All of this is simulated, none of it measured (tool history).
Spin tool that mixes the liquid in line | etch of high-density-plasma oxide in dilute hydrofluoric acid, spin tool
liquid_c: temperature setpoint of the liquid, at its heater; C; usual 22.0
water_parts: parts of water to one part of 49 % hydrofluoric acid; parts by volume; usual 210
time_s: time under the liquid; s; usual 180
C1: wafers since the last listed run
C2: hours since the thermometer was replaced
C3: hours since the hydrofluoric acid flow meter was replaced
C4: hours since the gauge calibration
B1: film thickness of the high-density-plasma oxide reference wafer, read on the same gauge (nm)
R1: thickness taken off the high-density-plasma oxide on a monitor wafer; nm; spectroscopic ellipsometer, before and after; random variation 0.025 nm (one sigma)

{"run": 1, "hour": 0.0, "liquid_c": 22.0, "water_parts": 210, "time_s": 180, "C1": 0, "C2": 984.8, "C3": 1142.5, "C4": 1512.6, "B1": 140.007, "R1": 3.507}
{"run": 2, "hour": 66.8, "liquid_c": 22.0, "water_parts": 210, "time_s": 180, "C1": 431, "C2": 1051.6, "C3": 1209.3, "C4": 1579.4, "B1": 140.043, "R1": 3.539}
{"run": 3, "hour": 143.2, "liquid_c": 18.0, "water_parts": 210, "time_s": 180, "C1": 493, "C2": 1128.0, "C3": 1285.7, "C4": 1655.8, "B1": 140.013, "R1": 3.018}
{"run": 4, "hour": 192.3, "liquid_c": 18.0, "water_parts": 210, "time_s": 180, "C1": 317, "C2": 1177.1, "C3": 1334.8, "C4": 1704.9, "B1": 139.976, "R1": 3.024}
{"run": 5, "hour": 271.5, "liquid_c": 22.0, "water_parts": 210, "time_s": 180, "C1": 511, "C2": 1256.3, "C3": 1414.0, "C4": 1784.1, "B1": 139.995, "R1": 3.498}
{"run": 6, "hour": 308.5, "liquid_c": 22.0, "water_parts": 210, "time_s": 180, "C1": 238, "C2": 1293.3, "C3": 1451.0, "C4": 1821.1, "B1": 140.016, "R1": 3.527}
{"run": 7, "hour": 374.1, "liquid_c": 22.0, "water_parts": 210, "time_s": 180, "C1": 423, "C2": 1358.9, "C3": 1516.6, "C4": 1886.7, "B1": 139.998, "R1": 3.565}
{"run": 8, "hour": 464.3, "liquid_c": 22.0, "water_parts": 210, "time_s": 180, "C1": 582, "C2": 1449.1, "C3": 1606.8, "C4": 1976.9, "B1": 140.007, "R1": 3.516}
{"run": 9, "hour": 572.1, "liquid_c": 22.0, "water_parts": 210, "time_s": 180, "C1": 696, "C2": 1556.9, "C3": 1714.6, "C4": 2084.7, "B1": 140.032, "R1": 3.502}
{"run": 10, "hour": 753.0, "liquid_c": 22.0, "water_parts": 210, "time_s": 105, "C1": 1168, "C2": 1737.8, "C3": 1895.5, "C4": 2265.6, "B1": 140.047, "R1": 2.045}
{"hour": 795.0, "done": "gauge calibrated"}
{"run": 11, "hour": 839.9, "liquid_c": 22.0, "water_parts": 210, "time_s": 105, "C1": 561, "C2": 1824.7, "C3": 1982.4, "C4": 44.9, "B1": 139.997, "R1": 2.027}
{"hour": 864.3, "done": "hydrofluoric acid flow meter replaced"}
{"run": 12, "hour": 927.8, "liquid_c": 22.0, "water_parts": 210, "time_s": 105, "C1": 561, "C2": 1912.6, "C3": 63.5, "C4": 132.8, "B1": 140.008, "R1": 2.101}
{"run": 13, "hour": 998.0, "liquid_c": 22.0, "water_parts": 210, "time_s": 130, "C1": 453, "C2": 1982.8, "C3": 133.7, "C4": 203.0, "B1": 140.026, "R1": 2.579}
{"run": 14, "hour": 1093.9, "liquid_c": 22.0, "water_parts": 210, "time_s": 180, "C1": 619, "C2": 2078.7, "C3": 229.6, "C4": 298.9, "B1": 139.974, "R1": 3.593}
{"hour": 1145.1, "done": "thermometer replaced"}
{"run": 15, "hour": 1153.8, "liquid_c": 19.0, "water_parts": 210, "time_s": 180, "C1": 380, "C2": 8.7, "C3": 289.5, "C4": 358.8, "B1": 140.017, "R1": 3.184}
{"run": 16, "hour": 1194.8, "liquid_c": 20.5, "water_parts": 210, "time_s": 140, "C1": 264, "C2": 49.7, "C3": 330.5, "C4": 399.8, "B1": 139.972, "R1": 2.632}
{"run": 17, "hour": 1240.5, "liquid_c": 23.5, "water_parts": 210, "time_s": 180, "C1": 295, "C2": 95.4, "C3": 376.2, "C4": 445.5, "B1": 140.006, "R1": 3.794}
{"run": 18, "hour": 1315.6, "liquid_c": 26.0, "water_parts": 210, "time_s": 85, "C1": 485, "C2": 170.5, "C3": 451.3, "C4": 520.6, "B1": 139.996, "R1": 1.95}
{"run": 19, "hour": 1403.0, "liquid_c": 19.5, "water_parts": 210, "time_s": 100, "C1": 564, "C2": 257.9, "C3": 538.7, "C4": 608.0, "B1": 139.961, "R1": 1.799}
{"run": 20, "hour": 1472.6, "liquid_c": 22.0, "water_parts": 210, "time_s": 180, "C1": 449, "C2": 327.5, "C3": 608.3, "C4": 677.6, "B1": 139.999, "R1": 3.605}
{"run": 21, "hour": 1551.8, "liquid_c": 22.0, "water_parts": 210, "time_s": 180, "C1": 511, "C2": 406.7, "C3": 687.5, "C4": 756.8, "B1": 140.005, "R1": 3.537}
{"run": 22, "hour": 1642.5, "liquid_c": 22.0, "water_parts": 210, "time_s": 180, "C1": 585, "C2": 497.4, "C3": 778.2, "C4": 847.5, "B1": 139.994, "R1": 3.553}
{"run": 23, "hour": 1742.3, "liquid_c": 19.5, "water_parts": 305, "time_s": 180, "C1": 644, "C2": 597.2, "C3": 878.0, "C4": 947.3, "B1": 140.003, "R1": 2.023}
{"run": 24, "hour": 1819.9, "liquid_c": 22.0, "water_parts": 210, "time_s": 180, "C1": 501, "C2": 674.8, "C3": 955.6, "C4": 1024.9, "B1": 140.065, "R1": 3.555}
{"run": 25, "hour": 1859.5, "liquid_c": 20.5, "water_parts": 110, "time_s": 280, "C1": 255, "C2": 714.4, "C3": 995.2, "C4": 1064.5, "B1": 139.956, "R1": 10.974}
{"run": 26, "hour": 1917.0, "liquid_c": 22.0, "water_parts": 210, "time_s": 180, "C1": 371, "C2": 771.9, "C3": 1052.7, "C4": 1122.0, "B1": 140.025, "R1": 3.489}
{"run": 27, "hour": 1997.2, "liquid_c": 22.0, "water_parts": 210, "time_s": 105, "C1": 518, "C2": 852.1, "C3": 1132.9, "C4": 1202.2, "B1": 140.023, "R1": 2.04}
{"run": 28, "hour": 2037.3, "liquid_c": 25.0, "water_parts": 210, "time_s": 230, "C1": 259, "C2": 892.2, "C3": 1173.0, "C4": 1242.3, "B1": 140.003, "R1": 4.996}
{"run": 29, "hour": 2120.7, "liquid_c": 18.0, "water_parts": 265, "time_s": 250, "C1": 538, "C2": 975.6, "C3": 1256.4, "C4": 1325.7, "B1": 140.029, "R1": 3.117}
{"run": 30, "hour": 2196.1, "liquid_c": 22.0, "water_parts": 210, "time_s": 260, "C1": 487, "C2": 1051.0, "C3": 1331.8, "C4": 1401.1, "B1": 140.036, "R1": 5.058}
{"run": 31, "hour": 2257.7, "liquid_c": 18.5, "water_parts": 160, "time_s": 75, "C1": 397, "C2": 1112.6, "C3": 1393.4, "C4": 1462.7, "B1": 139.979, "R1": 1.777}
{"run": 32, "hour": 2347.3, "liquid_c": 22.0, "water_parts": 210, "time_s": 180, "C1": 578, "C2": 1202.2, "C3": 1483.0, "C4": 1552.3, "B1": 140.004, "R1": 3.497}

Some steps in R1 between neighbouring runs. How much of each would the tool show without its hidden state too (settings, what came in, random variation), and how much is left for the hidden state, with any gauge scatter that isn't in both results?
The hidden state here: liquid hotter than its thermometer reads (K); hydrofluoric acid flow below the setpoint (%); gauge reads high (%).
Run 24 -> 25: liquid_c 22.0 -> 20.5, water_parts 210 -> 110, time_s 180 -> 280. R1 +7.419 nm: hidden state -0.131, all else +7.550.
Run 25 -> 26: liquid_c 20.5 -> 22.0, water_parts 110 -> 210, time_s 280 -> 180. R1 -7.485 nm: hidden state +0.126, all else -7.611.
Run 30 -> 31: liquid_c 22.0 -> 18.5, water_parts 210 -> 160, time_s 260 -> 75. R1 -3.281 nm: hidden state +0.083, all else -3.364.
